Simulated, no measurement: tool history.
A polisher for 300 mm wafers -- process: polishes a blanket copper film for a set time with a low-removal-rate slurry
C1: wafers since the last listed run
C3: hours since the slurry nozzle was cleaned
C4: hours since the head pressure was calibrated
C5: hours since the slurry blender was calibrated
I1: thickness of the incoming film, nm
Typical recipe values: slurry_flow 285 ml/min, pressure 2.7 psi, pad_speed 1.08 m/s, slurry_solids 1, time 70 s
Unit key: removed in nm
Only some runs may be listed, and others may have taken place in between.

{"run": 1, "hour": 0.0, "slurry_flow": 285, "pressure": 2.7, "pad_speed": 1.08, "slurry_solids": 1, "time": 88, "C1": 0, "wafers polished on this pad": 492, "C3": 102.3, "C4": 379.6, "C5": 84.9, "I1": 1530, "removed": 199.9}
{"run": 2, "hour": 69.9, "slurry_flow": 285, "pressure": 2.7, "pad_speed": 1.08, "slurry_solids": 1, "time": 70, "C1": 820, "wafers polished on this pad": 1312, "C3": 172.2, "C4": 449.5, "C5": 154.8, "I1": 1539.6, "removed": 157.7}
{"hour": 115.7, "done": "worn pad replaced by a new one"}
{"run": 3, "hour": 137.3, "slurry_flow": 285, "pressure": 2.7, "pad_speed": 1.08, "slurry_solids": 1, "time": 70, "C1": 743, "wafers polished on this pad": 253, "C3": 239.6, "C4": 516.9, "C5": 222.2, "I1": 1527.3, "removed": 156}
{"run": 4, "hour": 178.2, "slurry_flow": 285, "pressure": 2.7, "pad_speed": 1.08, "slurry_solids": 1, "time": 70, "C1": 479, "wafers polished on this pad": 732, "C3": 280.5, "C4": 557.8, "C5": 263.1, "I1": 1547.8, "removed": 157.1}
{"run": 5, "hour": 228.9, "slurry_flow": 285, "pressure": 2.7, "pad_speed": 1.08, "slurry_solids": 1, "time": 70, "C1": 594, "wafers polished on this pad": 1327, "C3": 331.2, "C4": 608.5, "C5": 313.8, "I1": 1559.7, "removed": 154.5}
{"hour": 250.2, "done": "slurry nozzle cleaned"}
{"run": 6, "hour": 253.9, "slurry_flow": 285, "pressure": 3.1, "pad_speed": 1.08, "slurry_solids": 1, "time": 70, "C1": 281, "wafers polished on this pad": 1609, "C3": 3.7, "C4": 633.5, "C5": 338.8, "I1": 1534.5, "removed": 170.3}
{"hour": 263.2, "done": "worn pad replaced by a new one"}
{"run": 7, "hour": 291.2, "slurry_flow": 285, "pressure": 2.7, "pad_speed": 1.08, "slurry_solids": 0.8, "time": 70, "C1": 390, "wafers polished on this pad": 328, "C3": 41, "C4": 670.8, "C5": 376.1, "I1": 1539, "removed": 146.1}
{"run": 8, "hour": 320.5, "slurry_flow": 285, "pressure": 2.7, "pad_speed": 1.08, "slurry_solids": 0.8, "time": 70, "C1": 343, "wafers polished on this pad": 672, "C3": 70.3, "C4": 700.1, "C5": 405.4, "I1": 1546.5, "removed": 146.3}
{"hour": 335.7, "done": "slurry blender recalibrated"}
{"hour": 348.5, "done": "head pressure recalibrated"}
{"run": 9, "hour": 367.3, "slurry_flow": 250, "pressure": 2.7, "pad_speed": 1.08, "slurry_solids": 1, "time": 70, "C1": 502, "wafers polished on this pad": 1174, "C3": 117.1, "C4": 18.8, "C5": 31.6, "I1": 1520.2, "removed": 161.2}
{"hour": 409.2, "done": "worn pad replaced by a new one"}
{"run": 10, "hour": 414.1, "slurry_flow": 285, "pressure": 2.7, "pad_speed": 1.18, "slurry_solids": 1, "time": 70, "C1": 502, "wafers polished on this pad": 57, "C3": 163.9, "C4": 65.6, "C5": 78.4, "I1": 1526.1, "removed": 178}
{"run": 11, "hour": 463.6, "slurry_flow": 285, "pressure": 3.3, "pad_speed": 1.28, "slurry_solids": 0.75, "time": 52, "C1": 580, "wafers polished on this pad": 638, "C3": 213.4, "C4": 115.1, "C5": 127.9, "I1": 1509.4, "removed": 151.1}
{"run": 12, "hour": 517.7, "slurry_flow": 285, "pressure": 2.7, "pad_speed": 1.08, "slurry_solids": 1, "time": 70, "C1": 634, "wafers polished on this pad": 1273, "C3": 267.5, "C4": 169.2, "C5": 182, "I1": 1540.2, "removed": 162.5}
{"hour": 560.9, "done": "worn pad replaced by a new one"}
{"run": 13, "hour": 577.0, "slurry_flow": 285, "pressure": 2.7, "pad_speed": 1.08, "slurry_solids": 1, "time": 70, "C1": 648, "wafers polished on this pad": 188, "C3": 326.8, "C4": 228.5, "C5": 241.3, "I1": 1553.8, "removed": 161.1}
{"hour": 580.6, "done": "slurry nozzle cleaned"}
{"run": 14, "hour": 601.5, "slurry_flow": 355, "pressure": 2.7, "pad_speed": 1.42, "slurry_solids": 1, "time": 53, "C1": 275, "wafers polished on this pad": 464, "C3": 20.9, "C4": 253, "C5": 265.8, "I1": 1510.8, "removed": 162.1}
{"run": 15, "hour": 661.1, "slurry_flow": 310, "pressure": 2.2, "pad_speed": 1.08, "slurry_solids": 1, "time": 52, "C1": 699, "wafers polished on this pad": 1163, "C3": 80.5, "C4": 312.6, "C5": 325.4, "I1": 1545, "removed": 105.3}
{"hour": 686.6, "done": "worn pad replaced by a new one"}
{"run": 16, "hour": 695.5, "slurry_flow": 285, "pressure": 2, "pad_speed": 1.38, "slurry_solids": 1.15, "time": 80, "C1": 356, "wafers polished on this pad": 104, "C3": 114.9, "C4": 347, "C5": 359.8, "I1": 1533.3, "removed": 198.9}
{"run": 17, "hour": 732.0, "slurry_flow": 240, "pressure": 3.3, "pad_speed": 1.08, "slurry_solids": 1.1, "time": 70, "C1": 428, "wafers polished on this pad": 532, "C3": 151.4, "C4": 383.5, "C5": 396.3, "I1": 1549.3, "removed": 182.1}

Per-run results on a tool with no hidden state, each run keeping its own random variation:
Hidden state present: removal rate lost through wear of the pad, %; slurry flow missing at the pad, %; deviation of the head's pressure from its setpoint, %; abrasive missing from the slurry, %.
run=1 removed=212.3
run=2 removed=168
run=3 removed=166.7
run=4 removed=168
run=5 removed=165.4
run=6 removed=182.4
run=7 removed=156.6
run=8 removed=156.8
run=9 removed=162.4
run=10 removed=181.3
run=11 removed=155.4
run=12 removed=168.5
run=13 removed=168.2
run=14 removed=169.7
run=15 removed=110.8
run=16 removed=209.8
run=17 removed=192.5
